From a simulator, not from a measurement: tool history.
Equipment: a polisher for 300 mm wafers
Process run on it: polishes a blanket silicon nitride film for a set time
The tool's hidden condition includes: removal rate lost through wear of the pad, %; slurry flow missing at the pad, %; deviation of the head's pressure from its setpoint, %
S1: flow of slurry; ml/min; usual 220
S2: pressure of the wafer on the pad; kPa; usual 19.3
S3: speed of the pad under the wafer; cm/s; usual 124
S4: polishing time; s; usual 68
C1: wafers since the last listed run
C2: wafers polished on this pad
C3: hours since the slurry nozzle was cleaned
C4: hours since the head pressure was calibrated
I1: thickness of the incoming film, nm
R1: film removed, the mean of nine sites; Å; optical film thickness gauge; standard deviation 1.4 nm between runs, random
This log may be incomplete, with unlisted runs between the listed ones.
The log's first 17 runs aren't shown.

run,hour,S1,S2,S3,S4,C1,C2,C3,C4,I1,R1
18,1475.0,220,19.3,124,68,546,4698,500.9,605.3,934.2,1065
# hour 1484.2: worn pad replaced by a new one, of another model than before
19,1564.5,175,12.4,96,68,894,839,590.4,694.8,931.8,420
# hour 1581.0: slurry nozzle cleaned
20,1657.4,220,19.3,124,48,961,1801,76.4,787.7,930.3,824
21,1708.5,220,19.3,124,68,534,2335,127.5,838.8,940.1,1129
# hour 1751.7: head pressure recalibrated
22,1752.1,220,21.4,124,68,435,2771,171.1,0.4,932.6,1214
23,1793.8,290,13.8,148,82,436,3207,212.8,42.1,932.9,1339
24,1832.0,220,19.3,124,68,399,3606,251.0,80.3,927.8,1109
25,1873.2,195,24.8,124,81,431,4037,292.2,121.5,937.7,1500
26,1963.7,220,19.3,138,68,946,4984,382.7,212.0,944.0,1171
# hour 2002.8: worn pad replaced by a new one
27,2031.1,220,19.3,124,47,663,295,450.1,279.4,930.7,720
# hour 2102.7: slurry nozzle cleaned
28,2134.2,265,19.3,88,62,1068,1363,31.5,382.5,926.7,905
29,2184.6,220,19.3,124,68,527,1891,81.9,432.9,949.1,1163
30,2242.1,265,15.9,154,68,601,2492,139.4,490.4,922.0,1199
31,2296.8,220,25.5,124,68,572,3064,194.1,545.1,911.8,1333
32,2402.1,250,19.3,124,86,1101,4166,299.4,650.4,924.3,1459
33,2492.5,220,19.3,124,68,945,5112,389.8,740.8,931.3,1094
# hour 2519.6: head pressure recalibrated
34,2584.7,220,19.3,124,68,943,6055,482.0,65.1,938.5,1027
# hour 2609.1: worn pad replaced by a new one
35,2620.8,220,19.3,124,68,335,122,518.1,101.2,924.9,984
# hour 2659.4: slurry nozzle cleaned
36,2671.9,290,24.8,140,52,524,646,12.5,152.3,929.1,1115

Below are 3 alternative next runs, each starting from the tool's condition after run 36. Predict each:
A,2672.3,220,19.3,124,68,4,651,12.9,152.7,925.1,?
B,2672.3,265,22.1,110,58,4,651,12.9,152.7,925.1,?
C,2672.3,265,19.3,100,56,4,651,12.9,152.7,925.1,?

run,R1
A,1140
B,1013
C,868
The same runs, with their run-to-run variation unchanged, on a tool lacking any hidden condition would have given:
run,R1
A,1161
B,1028
C,881
